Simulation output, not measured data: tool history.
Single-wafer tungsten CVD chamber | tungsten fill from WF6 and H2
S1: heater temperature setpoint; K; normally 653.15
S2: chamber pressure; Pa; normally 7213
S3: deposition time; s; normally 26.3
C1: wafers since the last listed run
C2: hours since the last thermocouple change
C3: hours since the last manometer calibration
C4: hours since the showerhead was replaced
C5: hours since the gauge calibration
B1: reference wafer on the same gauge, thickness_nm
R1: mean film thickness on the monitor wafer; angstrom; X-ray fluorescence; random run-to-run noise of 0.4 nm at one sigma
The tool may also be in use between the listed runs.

run 1 hour=0.0 | S1=653.15 S2=7213 S3=26.3 | C1=0 C2=2177.1 C3=1470.8 C4=5882.4 C5=233.9 | B1=81.512 | R1=707.67
run 2 hour=69.5 | S1=653.15 S2=7213 S3=26.3 | C1=1140 C2=2246.6 C3=1540.3 C4=5951.9 C5=303.4 | B1=81.573 | R1=706.66
run 3 hour=116.8 | S1=653.15 S2=7213 S3=26.3 | C1=776 C2=2293.9 C3=1587.6 C4=5999.2 C5=350.7 | B1=81.359 | R1=703.72
run 4 hour=150.3 | S1=653.15 S2=7213 S3=26.3 | C1=549 C2=2327.4 C3=1621.1 C4=6032.7 C5=384.2 | B1=81.545 | R1=701.85
run 5 hour=179.8 | S1=653.15 S2=7213 S3=26.3 | C1=484 C2=2356.9 C3=1650.6 C4=6062.2 C5=413.7 | B1=81.404 | R1=699.63
run 6 hour=208.0 | S1=653.15 S2=7213 S3=26.3 | C1=462 C2=2385.1 C3=1678.8 C4=6090.4 C5=441.9 | B1=81.559 | R1=705.46
run 7 hour=253.1 | S1=653.15 S2=7213 S3=26.3 | C1=740 C2=2430.2 C3=1723.9 C4=6135.5 C5=487.0 | B1=81.431 | R1=706.15
run 8 hour=315.8 | S1=644.15 S2=7213 S3=26.3 | C1=1029 C2=2492.9 C3=1786.6 C4=6198.2 C5=549.7 | B1=81.268 | R1=563.82
run 9 hour=348.5 | S1=653.15 S2=7213 S3=26.3 | C1=536 C2=2525.6 C3=1819.3 C4=6230.9 C5=582.4 | B1=81.522 | R1=701.86
run 10 hour=374.4 | S1=653.15 S2=7213 S3=26.3 | C1=425 C2=2551.5 C3=1845.2 C4=6256.8 C5=608.3 | B1=81.557 | R1=699.85
run 11 hour=433.6 | S1=653.15 S2=7213 S3=26.3 | C1=971 C2=2610.7 C3=1904.4 C4=6316.0 C5=667.5 | B1=81.548 | R1=698.35
run 12 hour=469.3 | S1=664.15 S2=7213 S3=26.3 | C1=585 C2=2646.4 C3=1940.1 C4=6351.7 C5=703.2 | B1=81.570 | R1=894.69
run 13 hour=540.6 | S1=664.15 S2=7213 S3=26.3 | C1=1170 C2=2717.7 C3=2011.4 C4=6423.0 C5=774.5 | B1=81.614 | R1=896.06
run 14 hour=583.5 | S1=664.15 S2=7213 S3=26.3 | C1=704 C2=2760.6 C3=2054.3 C4=6465.9 C5=817.4 | B1=81.570 | R1=894.48
-- hour=645.4 showerhead replaced
run 15 hour=645.9 | S1=653.15 S2=7213 S3=26.3 | C1=892 C2=2823.0 C3=2116.7 C4=0.5 C5=879.8 | B1=81.437 | R1=697.60
-- hour=664.3 gauge calibrated
run 16 hour=676.8 | S1=653.15 S2=7213 S3=26.3 | C1=507 C2=2853.9 C3=2147.6 C4=31.4 C5=12.5 | B1=81.517 | R1=696.73
run 17 hour=731.4 | S1=645.15 S2=7213 S3=28.9 | C1=896 C2=2908.5 C3=2202.2 C4=86.0 C5=67.1 | B1=81.593 | R1=634.71
-- hour=781.3 capacitance manometer re-zeroed and calibrated
run 18 hour=796.4 | S1=653.15 S2=7213 S3=26.3 | C1=935 C2=2973.5 C3=15.1 C4=151.0 C5=132.1 | B1=81.505 | R1=719.28
run 19 hour=843.6 | S1=659.15 S2=5613 S3=30.8 | C1=774 C2=3020.7 C3=62.3 C4=198.2 C5=179.3 | B1=81.390 | R1=875.03
run 20 hour=891.6 | S1=667.15 S2=5546 S3=31.3 | C1=787 C2=3068.7 C3=110.3 C4=246.2 C5=227.3 | B1=81.507 | R1=1059.58
run 21 hour=956.6 | S1=653.15 S2=7213 S3=26.3 | C1=1066 C2=3133.7 C3=175.3 C4=311.2 C5=292.3 | B1=81.555 | R1=723.13
run 22 hour=985.2 | S1=653.15 S2=5866 S3=26.3 | C1=469 C2=3162.3 C3=203.9 C4=339.8 C5=320.9 | B1=81.485 | R1=658.77
run 23 hour=1057.2 | S1=639.15 S2=7853 S3=26.3 | C1=1181 C2=3234.3 C3=275.9 C4=411.8 C5=392.9 | B1=81.294 | R1=529.14
run 24 hour=1123.2 | S1=666.15 S2=7719 S3=28.6 | C1=1083 C2=3300.3 C3=341.9 C4=477.8 C5=458.9 | B1=81.556 | R1=1070.72
run 25 hour=1161.8 | S1=663.15 S2=7213 S3=26.3 | C1=633 C2=3338.9 C3=380.5 C4=516.4 C5=497.5 | B1=81.379 | R1=896.06
-- hour=1180.0 thermocouple changed; heater temperature recalibrated
run 26 hour=1199.2 | S1=653.15 S2=7213 S3=29.6 | C1=482 C2=19.2 C3=417.9 C4=553.8 C5=534.9 | B1=81.503 | R1=813.54
run 27 hour=1247.0 | S1=653.15 S2=5826 S3=29.2 | C1=784 C2=67.0 C3=465.7 C4=601.6 C5=582.7 | B1=81.620 | R1=731.13
run 28 hour=1306.4 | S1=653.15 S2=7213 S3=26.3 | C1=974 C2=126.4 C3=525.1 C4=661.0 C5=642.1 | B1=81.572 | R1=723.82
run 29 hour=1334.5 | S1=660.15 S2=6093 S3=31.0 | C1=461 C2=154.5 C3=553.2 C4=689.1 C5=670.2 | B1=81.468 | R1=913.76
run 30 hour=1377.3 | S1=639.15 S2=6519 S3=22.9 | C1=702 C2=197.3 C3=596.0 C4=731.9 C5=713.0 | B1=81.420 | R1=430.71
run 31 hour=1407.6 | S1=648.15 S2=7799 S3=28.3 | C1=497 C2=227.6 C3=626.3 C4=762.2 C5=743.3 | B1=81.488 | R1=713.08
run 32 hour=1450.0 | S1=653.15 S2=7213 S3=26.3 | C1=695 C2=270.0 C3=668.7 C4=804.6 C5=785.7 | B1=81.374 | R1=716.32
-- hour=1459.1 gauge calibrated
run 33 hour=1478.7 | S1=653.15 S2=8586 S3=21.3 | C1=471 C2=298.7 C3=697.4 C4=833.3 C5=19.6 | B1=81.407 | R1=621.16
run 34 hour=1528.8 | S1=646.15 S2=7213 S3=26.3 | C1=822 C2=348.8 C3=747.5 C4=883.4 C5=69.7 | B1=81.495 | R1=607.50

Below are 4 alternative next runs, each starting from the tool's condition after run 34. Predict each:
run A hour=1529.2 | S1=649.15 S2=7213 S3=26.3 | C1=6 C2=349.2 C3=747.9 C4=883.8 C5=70.1 | B1=? | R1=?
run B hour=1529.2 | S1=663.15 S2=8826 S3=27.8 | C1=6 C2=349.2 C3=747.9 C4=883.8 C5=70.1 | B1=? | R1=?
run C hour=1529.2 | S1=653.15 S2=7213 S3=24.2 | C1=6 C2=349.2 C3=747.9 C4=883.8 C5=70.1 | B1=? | R1=?
run D hour=1529.2 | S1=646.15 S2=8546 S3=26.3 | C1=6 C2=349.2 C3=747.9 C4=883.8 C5=70.1 | B1=? | R1=?

run=A B1=81.567 R1=652.28
run=B B1=81.567 R1=1026.63
run=C B1=81.567 R1=658.93
run=D B1=81.567 R1=649.19
Had the tool no hidden state, the same runs would have come out as:
run=A R1=657.88
run=B R1=1035.14
run=C R1=664.59
run=D R1=654.77

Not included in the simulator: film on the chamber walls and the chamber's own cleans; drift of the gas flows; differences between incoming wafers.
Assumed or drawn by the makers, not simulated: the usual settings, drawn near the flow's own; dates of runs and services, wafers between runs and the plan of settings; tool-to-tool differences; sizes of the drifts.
